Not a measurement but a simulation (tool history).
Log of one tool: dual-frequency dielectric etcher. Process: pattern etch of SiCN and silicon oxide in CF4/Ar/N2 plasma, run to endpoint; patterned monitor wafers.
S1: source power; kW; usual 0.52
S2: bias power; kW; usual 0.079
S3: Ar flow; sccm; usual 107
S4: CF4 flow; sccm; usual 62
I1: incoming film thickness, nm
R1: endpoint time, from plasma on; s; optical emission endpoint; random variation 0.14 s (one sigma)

Run 1, hour 0: usual settings but S1 0.56 kW; I1 14.74. Result: R1 15.3 s.
Run 2, hour 21.4: usual settings but S1 0.56 kW; I1 14.84. Result: R1 15.6 s.
At hour 72.3: wet clean of the chamber.
Run 3, hour 72.8: usual settings; I1 14.81. Result: R1 17.4 s.
Run 4, hour 73.2: usual settings; I1 14.94. Result: R1 17.9 s.
At hour 85.3: CF4 flow controller replaced.
Run 5, hour 142.7: usual settings; I1 14.61. Result: R1 17.2 s.
Run 6, hour 165.6: usual settings; I1 14.75. Result: R1 17.3 s.
Run 7, hour 184.3: usual settings; I1 14.66. Result: R1 17.5 s.
At hour 210: wet clean of the chamber, repeated, since the last time left the tool worse.
Run 8, hour 210.5: usual settings; I1 14.77. Result: R1 16.1 s.
At hour 215.7: source power generator calibrated.
Run 9, hour 233.1: usual settings; I1 14.69. Result: R1 15.9 s.
At hour 254.2: Ar flow controller replaced.
At hour 267.1: upper electrode replaced.
Run 10, hour 267.6: usual settings but S1 0.44 kW, S2 0.086 kW; I1 14.96. Result: R1 19.4 s.
Run 11, hour 268: usual settings but S4 51 sccm; I1 14.79. Result: R1 17.3 s.
Run 12, hour 285: usual settings but S2 0.072 kW, S4 55 sccm; I1 14.86. Result: R1 17.2 s.
Run 13, hour 318.9: usual settings but S2 0.093 kW, S3 86 sccm, S4 58 sccm; I1 14.89. Result: R1 15.3 s.
Run 14, hour 336.3: usual settings but S2 0.09 kW, S3 128 sccm, S4 67 sccm; I1 14.85. Result: R1 16.1 s.
At hour 351.5: bias power generator calibrated.
Run 15, hour 357.5: usual settings; I1 14.8. Result: R1 16.4 s.
Run 16, hour 386.5: usual settings but S1 0.61 kW, S2 0.097 kW, S3 124 sccm, S4 76 sccm; I1 14.69. Result: R1 12.5 s.
Run 17, hour 411.4: usual settings but S4 75 sccm; I1 14.73. Result: R1 15.6 s.
Run 18, hour 432.8: usual settings; I1 14.82. Result: R1 16.6 s.
Run 19, hour 453.6: usual settings but S1 0.64 kW, S2 0.087 kW; I1 14.71. Result: R1 12.6 s.
Run 20, hour 477.6: usual settings but S1 0.41 kW, S2 0.096 kW; I1 14.78. Result: R1 20.4 s.
Run 21, hour 493.9: usual settings but S1 0.44 kW, S2 0.06 kW, S3 126 sccm, S4 75 sccm; I1 14.77. Result: R1 21.7 s.
Run 22, hour 506.3: usual settings but S1 0.46 kW, S2 0.068 kW, S3 90 sccm; I1 14.7. Result: R1 18.8 s.
Run 23, hour 539.1: usual settings but S3 116 sccm, S4 70 sccm; I1 14.8. Result: R1 16.4 s.
Run 24, hour 566: usual settings but S2 0.072 kW, S4 55 sccm; I1 14.73. Result: R1 17.5 s.
Run 25, hour 579.2: usual settings but S3 116 sccm, S4 70 sccm; I1 14.69. Result: R1 16.1 s.

Forecast each of these 3 alternatives for the next run:
Run A, hour 579.6: usual settings but S2 0.062 kW; I1 14.77. Result: R1 ?.
Run B, hour 579.6: usual settings but S1 0.45 kW, S2 0.063 kW; I1 14.77. Result: R1 ?.
Run C, hour 579.6: usual settings but S2 0.092 kW, S3 95 sccm, S4 73 sccm; I1 14.77. Result: R1 ?.

run    R1
  A  18.2
  B  21.4
  C    15
Without the tool's hidden state the same runs would have given:
run    R1
  A  17.8
  B    21
  C  14.7
